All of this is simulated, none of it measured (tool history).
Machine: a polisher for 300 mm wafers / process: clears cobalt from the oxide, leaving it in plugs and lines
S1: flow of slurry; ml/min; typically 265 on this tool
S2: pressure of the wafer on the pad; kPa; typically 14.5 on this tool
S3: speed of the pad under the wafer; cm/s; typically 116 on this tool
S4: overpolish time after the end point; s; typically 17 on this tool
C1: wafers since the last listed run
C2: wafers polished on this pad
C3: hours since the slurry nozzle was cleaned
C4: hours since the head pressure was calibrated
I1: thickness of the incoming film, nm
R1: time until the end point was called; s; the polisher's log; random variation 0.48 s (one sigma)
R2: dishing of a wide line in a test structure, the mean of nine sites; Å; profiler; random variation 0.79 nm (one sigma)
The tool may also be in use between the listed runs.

run	hour	S1	S2	S3	S4	C1	C2	C3	C4	I1	R1	R2
1	0	195	14.5	116	14	0	451	308.4	125.8	158.8	32.8	506
2	8.3	265	14.5	116	17	53	505	316.7	134.1	159.6	31.6	577
# hour 45.4: worn pad replaced by a new one
3	50.2	265	14.5	116	17	246	31	358.6	176	162.6	32.5	587
4	67	265	14.5	116	17	109	140	375.4	192.8	159	31.7	580
5	84.7	265	14.5	116	17	115	255	393.1	210.5	160.1	32.1	568
6	94.5	265	14.5	116	17	63	319	402.9	220.3	157.7	32	578
7	109.8	265	14.5	116	17	99	418	418.2	235.6	160.5	32.9	581
8	124.5	265	14.5	116	17	95	514	432.9	250.3	163.3	32.4	554
9	132.8	265	13.8	98	17	53	568	441.2	258.6	163	39.6	516
10	147.4	265	14.5	116	23	94	663	455.8	273.2	161.6	33.3	684
# hour 158.9: worn pad replaced by a new one
11	159.4	265	14.5	116	23	51	3	467.8	285.2	159.8	32.7	657
# hour 161.8: slurry nozzle cleaned
12	162.6	265	14.5	116	23	14	17	0.8	288.4	159	29.7	702
13	213.5	265	14.5	116	17	330	348	51.7	339.3	161.9	29.3	599
14	223.3	265	14.5	84	20	63	412	61.5	349.1	162.7	39.4	567
15	232.9	350	19.3	88	14	62	474	71.1	358.7	162.1	29	544
16	248.6	265	14.5	116	17	102	576	86.8	374.4	158.9	29.2	597
17	260	265	14.5	116	17	74	650	98.2	385.8	159.3	28.5	613
# hour 280.2: worn pad replaced by a new one
# hour 280.3: head pressure recalibrated
18	280.7	265	14.5	116	17	107	2	118.9	0.4	159.6	31.4	565
19	291.2	265	10.3	152	22	68	70	129.4	10.9	159.5	32.5	638
20	300.1	215	14.5	116	10	57	128	138.3	19.8	157.7	32.8	404
21	314.2	335	18.6	90	9	91	220	152.4	33.9	159	32.2	383
22	322.9	265	16.5	130	17	56	276	161.1	42.6	159	25.7	662
23	367.8	265	14.5	152	10	291	568	206	87.5	157.9	24.3	477
24	379.1	265	14.5	116	17	73	641	217.3	98.8	157.1	31	584
# hour 387.1: worn pad replaced by a new one
25	430.5	265	16.5	80	17	308	282	268.7	150.2	160	38.7	512
26	444.4	300	11.7	84	23	90	372	282.6	164.1	159.8	49.5	533

Here are 3 independent what-if runs from the current tool condition. What would each one return?
A	444.8	265	14.5	116	17	2	375	283	164.5	161.4	?	?
B	444.8	265	14.5	88	17	2	375	283	164.5	161.4	?	?
C	444.8	215	14.5	116	14	2	375	283	164.5	161.4	?	?

run	R1	R2
A	32.7	580
B	41.3	503
C	33.7	505
With no hidden state in the tool, these same runs would have given:
run	R1	R2
A	32.2	585
B	40.7	508
C	33	513

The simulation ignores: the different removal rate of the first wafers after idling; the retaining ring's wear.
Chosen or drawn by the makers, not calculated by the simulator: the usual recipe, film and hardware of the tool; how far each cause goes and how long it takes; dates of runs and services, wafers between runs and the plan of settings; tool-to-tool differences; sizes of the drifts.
